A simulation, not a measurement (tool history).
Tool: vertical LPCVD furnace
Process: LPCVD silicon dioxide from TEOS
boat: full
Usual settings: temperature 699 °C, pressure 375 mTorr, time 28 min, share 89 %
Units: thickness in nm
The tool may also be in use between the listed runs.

| run | day | temperature | pressure | time | share | read-back reference wafer on the same gauge, thickness | thickness |
|---|---|---|---|---|---|---|---|
| 1 | 0 | 699 | 375 | 28 | 89 | 298.19 | 278.15 |
| 2 | 0.529 | 699 | 375 | 28 | 89 | 298.17 | 279.92 |
|  | 1.075 | gauge calibrated |
| 3 | 1.796 | 699 | 375 | 28 | 89 | 298.33 | 279.9 |
|  | 3.2 | pressure gauge zeroed |
| 4 | 4.45 | 699 | 375 | 28 | 89 | 297.94 | 280.59 |
| 5 | 5.15 | 699 | 375 | 28 | 89 | 297.75 | 281.75 |
| 6 | 5.842 | 699 | 395 | 28 | 89 | 297.93 | 288.46 |
| 7 | 6.533 | 699 | 395 | 28 | 89 | 298.13 | 288.41 |
| 8 | 7.404 | 699 | 395 | 28 | 89 | 298.21 | 285.91 |
| 9 | 8.771 | 706 | 375 | 28 | 89 | 298.18 | 328.27 |
| 10 | 9.554 | 706 | 375 | 28 | 89 | 298.07 | 329.08 |
| 11 | 10.696 | 709 | 415 | 38.5 | 79 | 297.77 | 480.66 |
| 12 | 11.212 | 699 | 290 | 23.5 | 72 | 298.37 | 186.12 |
| 13 | 12.221 | 699 | 375 | 28 | 89 | 297.93 | 279.37 |
| 14 | 13.146 | 699 | 295 | 28 | 97 | 298.1 | 259.17 |
| 15 | 14.104 | 699 | 375 | 28 | 97 | 297.87 | 295.44 |
| 16 | 15.142 | 699 | 290 | 28 | 78 | 298.04 | 232.21 |
|  | 16.804 | TEOS flow controller replaced |
| 17 | 16.825 | 703 | 375 | 28 | 89 | 297.94 | 310.42 |
|  | 18.054 | thermocouples replaced and temperature profile calibrated |
| 18 | 18.075 | 699 | 375 | 35.5 | 89 | 297.83 | 321.84 |
| 19 | 19.008 | 695 | 375 | 22.5 | 89 | 297.87 | 186.81 |
| 20 | 19.612 | 699 | 375 | 28 | 89 | 297.52 | 255.53 |
| 21 | 20.521 | 699 | 445 | 28 | 89 | 298.02 | 279.48 |
| 22 | 21.9 | 689 | 455 | 28 | 89 | 297.76 | 223.07 |
| 23 | 23.079 | 699 | 430 | 23 | 89 | 298.24 | 226.16 |
| 24 | 24.112 | 710 | 320 | 24 | 83 | 298.1 | 253.75 |
| 25 | 25.292 | 699 | 375 | 28 | 89 | 297.8 | 256.62 |
| 26 | 25.829 | 688 | 400 | 17 | 89 | 297.9 | 124.92 |
| 27 | 26.992 | 695 | 425 | 28 | 89 | 298.2 | 249.46 |
| 28 | 27.933 | 699 | 375 | 28 | 89 | 298.03 | 256.72 |
| 29 | 29.429 | 691 | 290 | 19 | 74 | 297.92 | 116.1 |
| 30 | 30.333 | 708 | 310 | 38 | 97 | 298.3 | 409.61 |

Forecast each of these 5 alternatives for the next run:
| A | 30.5 | 692 | 375 | 28 | 89 | ? | ? |
| B | 30.5 | 693 | 375 | 28 | 97 | ? | ? |
| C | 30.5 | 699 | 440 | 28 | 89 | ? | ? |
| D | 30.5 | 699 | 375 | 34 | 97 | ? | ? |
| E | 30.5 | 699 | 450 | 28 | 89 | ? | ? |

| run | read-back reference wafer on the same gauge, thickness | thickness |
|---|---|---|
| A | 298.08 | 219.63 |
| B | 298.08 | 234.76 |
| C | 298.08 | 280.33 |
| D | 298.08 | 328.08 |
| E | 298.08 | 283.5 |
Without the tool's hidden state the same runs would have given:
| run | thickness |
|---|---|
| A | 215.93 |
| B | 230.82 |
| C | 275.68 |
| D | 322.63 |
| E | 278.79 |
